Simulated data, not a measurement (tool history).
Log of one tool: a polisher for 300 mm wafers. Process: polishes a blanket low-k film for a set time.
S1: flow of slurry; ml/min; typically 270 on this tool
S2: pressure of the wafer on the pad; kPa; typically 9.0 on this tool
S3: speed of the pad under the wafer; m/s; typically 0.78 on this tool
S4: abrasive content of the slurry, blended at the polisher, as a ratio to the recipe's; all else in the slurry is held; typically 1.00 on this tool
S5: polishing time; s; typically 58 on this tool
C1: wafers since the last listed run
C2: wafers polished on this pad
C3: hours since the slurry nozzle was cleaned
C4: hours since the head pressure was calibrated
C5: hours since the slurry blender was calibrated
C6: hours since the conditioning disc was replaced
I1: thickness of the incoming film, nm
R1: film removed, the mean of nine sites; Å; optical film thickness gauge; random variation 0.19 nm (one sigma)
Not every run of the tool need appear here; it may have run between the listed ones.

{"run": 1, "hour": 0.0, "S1": 270, "S2": 9.0, "S3": 0.78, "S4": 1.0, "S5": 58, "C1": 0, "C2": 576, "C3": 658.3, "C4": 301.5, "C5": 216.7, "C6": 27.4, "I1": 514.9, "R1": 141}
{"run": 2, "hour": 17.4, "S1": 270, "S2": 9.0, "S3": 0.78, "S4": 1.0, "S5": 58, "C1": 244, "C2": 820, "C3": 675.7, "C4": 318.9, "C5": 234.1, "C6": 44.8, "I1": 510.6, "R1": 142}
{"run": 3, "hour": 43.3, "S1": 270, "S2": 9.0, "S3": 0.78, "S4": 1.0, "S5": 67, "C1": 363, "C2": 1184, "C3": 701.6, "C4": 344.8, "C5": 260.0, "C6": 70.7, "I1": 514.7, "R1": 166}
{"hour": 75.7, "done": "worn pad replaced by a new one"}
{"run": 4, "hour": 76.2, "S1": 270, "S2": 9.0, "S3": 0.78, "S4": 1.0, "S5": 67, "C1": 405, "C2": 7, "C3": 734.5, "C4": 377.7, "C5": 292.9, "C6": 103.6, "I1": 512.9, "R1": 161}
{"hour": 85.8, "done": "slurry blender recalibrated"}
{"run": 5, "hour": 93.1, "S1": 270, "S2": 9.0, "S3": 0.78, "S4": 1.0, "S5": 58, "C1": 209, "C2": 216, "C3": 751.4, "C4": 394.6, "C5": 7.3, "C6": 120.5, "I1": 503.4, "R1": 139}
{"run": 6, "hour": 109.5, "S1": 270, "S2": 9.0, "S3": 0.78, "S4": 1.0, "S5": 58, "C1": 230, "C2": 446, "C3": 767.8, "C4": 411.0, "C5": 23.7, "C6": 136.9, "I1": 507.6, "R1": 138}
{"run": 7, "hour": 133.8, "S1": 270, "S2": 9.0, "S3": 0.7, "S4": 1.0, "S5": 58, "C1": 340, "C2": 787, "C3": 792.1, "C4": 435.3, "C5": 48.0, "C6": 161.2, "I1": 508.6, "R1": 131}
{"run": 8, "hour": 163.8, "S1": 270, "S2": 9.0, "S3": 0.7, "S4": 1.0, "S5": 58, "C1": 420, "C2": 1208, "C3": 822.1, "C4": 465.3, "C5": 78.0, "C6": 191.2, "I1": 518.3, "R1": 131}
{"run": 9, "hour": 198.8, "S1": 270, "S2": 9.0, "S3": 0.7, "S4": 1.0, "S5": 58, "C1": 491, "C2": 1699, "C3": 857.1, "C4": 500.3, "C5": 113.0, "C6": 226.2, "I1": 507.8, "R1": 134}
{"hour": 212.6, "done": "worn pad replaced by a new one"}
{"run": 10, "hour": 231.4, "S1": 270, "S2": 9.0, "S3": 0.78, "S4": 1.0, "S5": 58, "C1": 401, "C2": 264, "C3": 889.7, "C4": 532.9, "C5": 145.6, "C6": 258.8, "I1": 512.5, "R1": 142}
{"hour": 244.0, "done": "slurry nozzle cleaned"}
{"run": 11, "hour": 255.1, "S1": 270, "S2": 9.0, "S3": 0.78, "S4": 1.0, "S5": 58, "C1": 318, "C2": 582, "C3": 11.1, "C4": 556.6, "C5": 169.3, "C6": 282.5, "I1": 511.9, "R1": 141}
{"run": 12, "hour": 280.5, "S1": 270, "S2": 9.0, "S3": 0.78, "S4": 1.0, "S5": 58, "C1": 356, "C2": 938, "C3": 36.5, "C4": 582.0, "C5": 194.7, "C6": 307.9, "I1": 513.8, "R1": 140}
{"run": 13, "hour": 305.0, "S1": 360, "S2": 9.0, "S3": 0.86, "S4": 1.3, "S5": 48, "C1": 343, "C2": 1282, "C3": 61.0, "C4": 606.5, "C5": 219.2, "C6": 332.4, "I1": 516.9, "R1": 141}
{"hour": 323.8, "done": "worn pad replaced by a new one"}
{"run": 14, "hour": 332.8, "S1": 270, "S2": 9.0, "S3": 0.6, "S4": 1.0, "S5": 52, "C1": 333, "C2": 126, "C3": 88.8, "C4": 634.3, "C5": 247.0, "C6": 360.2, "I1": 515.2, "R1": 109}
{"hour": 342.7, "done": "conditioning disc replaced and pad reconditioned"}
{"run": 15, "hour": 355.3, "S1": 355, "S2": 9.0, "S3": 0.66, "S4": 1.25, "S5": 68, "C1": 287, "C2": 413, "C3": 111.3, "C4": 656.8, "C5": 269.5, "C6": 12.6, "I1": 513.0, "R1": 162}
{"hour": 360.4, "done": "head pressure recalibrated"}
{"run": 16, "hour": 373.5, "S1": 270, "S2": 9.0, "S3": 0.78, "S4": 1.0, "S5": 58, "C1": 227, "C2": 641, "C3": 129.5, "C4": 13.1, "C5": 287.7, "C6": 30.8, "I1": 520.8, "R1": 139}
{"run": 17, "hour": 386.8, "S1": 270, "S2": 6.2, "S3": 0.78, "S4": 1.0, "S5": 70, "C1": 186, "C2": 827, "C3": 142.8, "C4": 26.4, "C5": 301.0, "C6": 44.1, "I1": 507.4, "R1": 132}
{"run": 18, "hour": 417.7, "S1": 270, "S2": 9.0, "S3": 0.62, "S4": 1.0, "S5": 73, "C1": 433, "C2": 1261, "C3": 173.7, "C4": 57.3, "C5": 331.9, "C6": 75.0, "I1": 508.2, "R1": 150}
{"hour": 429.7, "done": "worn pad replaced by a new one"}
{"run": 19, "hour": 434.9, "S1": 270, "S2": 6.2, "S3": 0.78, "S4": 0.8, "S5": 58, "C1": 185, "C2": 72, "C3": 190.9, "C4": 74.5, "C5": 349.1, "C6": 92.2, "I1": 506.3, "R1": 96}
{"hour": 459.2, "done": "slurry blender recalibrated"}
{"run": 20, "hour": 459.9, "S1": 225, "S2": 9.0, "S3": 0.78, "S4": 0.85, "S5": 58, "C1": 322, "C2": 395, "C3": 215.9, "C4": 99.5, "C5": 0.7, "C6": 117.2, "I1": 503.7, "R1": 125}
{"run": 21, "hour": 485.9, "S1": 270, "S2": 9.0, "S3": 0.78, "S4": 0.75, "S5": 67, "C1": 364, "C2": 759, "C3": 241.9, "C4": 125.5, "C5": 26.7, "C6": 143.2, "I1": 511.6, "R1": 142}
{"run": 22, "hour": 511.4, "S1": 270, "S2": 11.0, "S3": 0.96, "S4": 1.0, "S5": 58, "C1": 357, "C2": 1117, "C3": 267.4, "C4": 151.0, "C5": 52.2, "C6": 168.7, "I1": 501.9, "R1": 189}
{"hour": 561.0, "done": "worn pad replaced by a new one"}
{"run": 23, "hour": 581.4, "S1": 270, "S2": 9.0, "S3": 0.78, "S4": 1.0, "S5": 58, "C1": 925, "C2": 285, "C3": 337.4, "C4": 221.0, "C5": 122.2, "C6": 238.7, "I1": 513.0, "R1": 138}
{"run": 24, "hour": 610.4, "S1": 310, "S2": 9.0, "S3": 0.78, "S4": 1.0, "S5": 58, "C1": 406, "C2": 692, "C3": 366.4, "C4": 250.0, "C5": 151.2, "C6": 267.7, "I1": 508.0, "R1": 142}

What if the next run were any one of these 3? Each begins from the tool's condition after run 24:
{"run": "A", "hour": 610.8, "S1": 270, "S2": 9.0, "S3": 0.66, "S4": 1.0, "S5": 58, "C1": 5, "C2": 697, "C3": 366.8, "C4": 250.4, "C5": 151.6, "C6": 268.1, "I1": 512.1, "R1": "?"}
{"run": "B", "hour": 610.8, "S1": 310, "S2": 9.0, "S3": 0.9, "S4": 0.9, "S5": 58, "C1": 5, "C2": 697, "C3": 366.8, "C4": 250.4, "C5": 151.6, "C6": 268.1, "I1": 512.1, "R1": "?"}
{"run": "C", "hour": 610.8, "S1": 270, "S2": 7.6, "S3": 0.68, "S4": 1.0, "S5": 58, "C1": 5, "C2": 697, "C3": 366.8, "C4": 250.4, "C5": 151.6, "C6": 268.1, "I1": 512.1, "R1": "?"}

run=A R1=131
run=B R1=151
run=C R1=117
Without the tool's unlogged condition, the same runs would have read:
run=A R1=131
run=B R1=151
run=C R1=117
